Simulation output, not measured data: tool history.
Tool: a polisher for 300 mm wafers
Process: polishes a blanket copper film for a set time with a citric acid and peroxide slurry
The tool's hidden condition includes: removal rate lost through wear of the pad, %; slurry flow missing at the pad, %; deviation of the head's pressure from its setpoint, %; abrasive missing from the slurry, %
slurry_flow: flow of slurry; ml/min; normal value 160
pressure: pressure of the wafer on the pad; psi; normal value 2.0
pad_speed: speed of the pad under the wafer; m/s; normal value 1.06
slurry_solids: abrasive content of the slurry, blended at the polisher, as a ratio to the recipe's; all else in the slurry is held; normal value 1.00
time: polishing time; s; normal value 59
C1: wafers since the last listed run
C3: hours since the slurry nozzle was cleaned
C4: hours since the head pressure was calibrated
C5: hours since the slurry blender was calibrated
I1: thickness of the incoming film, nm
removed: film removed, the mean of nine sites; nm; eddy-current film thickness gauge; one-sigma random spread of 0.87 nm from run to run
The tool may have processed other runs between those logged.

Run 1, hour 0.0: usual settings but slurry_solids 1.05; C1 0; wafers polished on this pad 6330; C3 302.6; C4 443.3; C5 252.9; I1 1252.0. Result: removed 91.7 nm.
Run 2, hour 49.4: usual settings but slurry_solids 1.05; C1 646; wafers polished on this pad 6976; C3 352.0; C4 492.7; C5 302.3; I1 1257.1. Result: removed 91.1 nm.
At hour 75.0: worn pad replaced by a new one.
Run 3, hour 115.9: usual settings but slurry_solids 1.05; C1 818; wafers polished on this pad 535; C3 418.5; C4 559.2; C5 368.8; I1 1248.6. Result: removed 102.0 nm.
Run 4, hour 219.5: usual settings; C1 1356; wafers polished on this pad 1891; C3 522.1; C4 662.8; C5 472.4; I1 1254.5. Result: removed 102.0 nm.
At hour 236.6: slurry nozzle cleaned.
At hour 244.2: slurry blender recalibrated.
Run 5, hour 305.5: usual settings; C1 1086; wafers polished on this pad 2977; C3 68.9; C4 748.8; C5 61.3; I1 1238.2. Result: removed 99.2 nm.
Run 6, hour 345.6: usual settings; C1 524; wafers polished on this pad 3502; C3 109.0; C4 788.9; C5 101.4; I1 1227.7. Result: removed 97.8 nm.
Run 7, hour 432.1: usual settings; C1 1132; wafers polished on this pad 4635; C3 195.5; C4 875.4; C5 187.9; I1 1252.0. Result: removed 96.9 nm.
Run 8, hour 472.6: usual settings; C1 530; wafers polished on this pad 5165; C3 236.0; C4 915.9; C5 228.4; I1 1240.2. Result: removed 95.6 nm.
At hour 531.4: worn pad replaced by a new one.
Run 9, hour 550.7: usual settings; C1 970; wafers polished on this pad 252; C3 314.1; C4 994.0; C5 306.5; I1 1250.2. Result: removed 100.4 nm.
At hour 578.6: head pressure recalibrated.
Run 10, hour 648.7: usual settings; C1 1256; wafers polished on this pad 1508; C3 412.1; C4 70.1; C5 404.5; I1 1243.3. Result: removed 102.0 nm.
Run 11, hour 749.3: usual settings but pressure 1.7 psi; C1 1316; wafers polished on this pad 2825; C3 512.7; C4 170.7; C5 505.1; I1 1237.7. Result: removed 88.6 nm.
At hour 774.6: slurry blender recalibrated.
At hour 782.3: slurry nozzle cleaned.
Run 12, hour 855.3: usual settings but pressure 1.7 psi; C1 1348; wafers polished on this pad 4174; C3 73.0; C4 276.7; C5 80.7; I1 1220.3. Result: removed 85.4 nm.
Run 13, hour 931.0: usual settings; C1 990; wafers polished on this pad 5165; C3 148.7; C4 352.4; C5 156.4; I1 1229.6. Result: removed 94.5 nm.
Run 14, hour 1035.5: usual settings but pressure 2.2 psi; C1 1368; wafers polished on this pad 6533; C3 253.2; C4 456.9; C5 260.9; I1 1241.4. Result: removed 97.7 nm.
Run 15, hour 1071.7: usual settings but pressure 2.2 psi; C1 473; wafers polished on this pad 7007; C3 289.4; C4 493.1; C5 297.1; I1 1253.6. Result: removed 96.2 nm.
At hour 1106.1: worn pad replaced by a new one.
Run 16, hour 1145.5: usual settings but pressure 2.2 psi, pad_speed 1.30 m/s, slurry_solids 0.85; C1 913; wafers polished on this pad 515; C3 363.2; C4 566.9; C5 370.9; I1 1233.1. Result: removed 122.9 nm.
Run 17, hour 1227.4: usual settings but pad_speed 1.42 m/s; C1 1072; wafers polished on this pad 1587; C3 445.1; C4 648.8; C5 452.8; I1 1228.7. Result: removed 132.9 nm.
At hour 1230.6: slurry nozzle cleaned.
At hour 1300.3: slurry blender recalibrated.
Run 18, hour 1303.7: usual settings but pressure 1.7 psi; C1 959; wafers polished on this pad 2546; C3 73.1; C4 725.1; C5 3.4; I1 1229.1. Result: removed 87.0 nm.
Run 19, hour 1409.1: usual settings but pad_speed 0.90 m/s, slurry_solids 1.10, time 69 s; C1 1379; wafers polished on this pad 3926; C3 178.5; C4 830.5; C5 108.8; I1 1222.2. Result: removed 99.1 nm.
Run 20, hour 1452.7: usual settings; C1 570; wafers polished on this pad 4497; C3 222.1; C4 874.1; C5 152.4; I1 1259.8. Result: removed 96.5 nm.
At hour 1588.9: worn pad replaced by a new one.
Run 21, hour 1653.3: usual settings but slurry_flow 110 ml/min, pad_speed 0.92 m/s, slurry_solids 0.85; C1 2573; wafers polished on this pad 842; C3 422.7; C4 1074.7; C5 353.0; I1 1251.3. Result: removed 75.8 nm.
Run 22, hour 1714.6: usual settings; C1 802; wafers polished on this pad 1645; C3 484.0; C4 1136.0; C5 414.3; I1 1237.3. Result: removed 101.1 nm.
At hour 1740.3: slurry blender recalibrated.
At hour 1769.4: head pressure recalibrated.
Run 23, hour 1770.2: usual settings but slurry_flow 205 ml/min, pressure 1.6 psi, slurry_solids 0.75, time 44 s; C1 675; wafers polished on this pad 2320; C3 539.6; C4 0.8; C5 29.9; I1 1237.7. Result: removed 58.0 nm.
At hour 1805.5: slurry nozzle cleaned.
Run 24, hour 1870.4: usual settings but slurry_flow 175 ml/min, pad_speed 0.68 m/s, slurry_solids 1.25; C1 1298; wafers polished on this pad 3619; C3 64.9; C4 101.0; C5 130.1; I1 1255.9. Result: removed 70.0 nm.
Run 25, hour 1940.7: usual settings but pressure 2.7 psi; C1 920; wafers polished on this pad 4539; C3 135.2; C4 171.3; C5 200.4; I1 1221.0. Result: removed 123.6 nm.
Run 26, hour 1983.7: usual settings but slurry_flow 175 ml/min, pad_speed 0.68 m/s, slurry_solids 1.25; C1 562; wafers polished on this pad 5102; C3 178.2; C4 214.3; C5 243.4; I1 1248.3. Result: removed 67.6 nm.

Run 27, settings as shown, results not yet in. Your forecast:
Run 27, hour 2020.7: usual settings but pressure 1.5 psi, time 47 s; C1 484; wafers polished on this pad 5586; C3 215.2; C4 251.3; C5 280.4; I1 1237.9. Result: removed ?.

removed: 61.3 nm
Were there no unlogged condition in the tool, this run, its random variation unchanged, would have produced removed 66.6 nm.
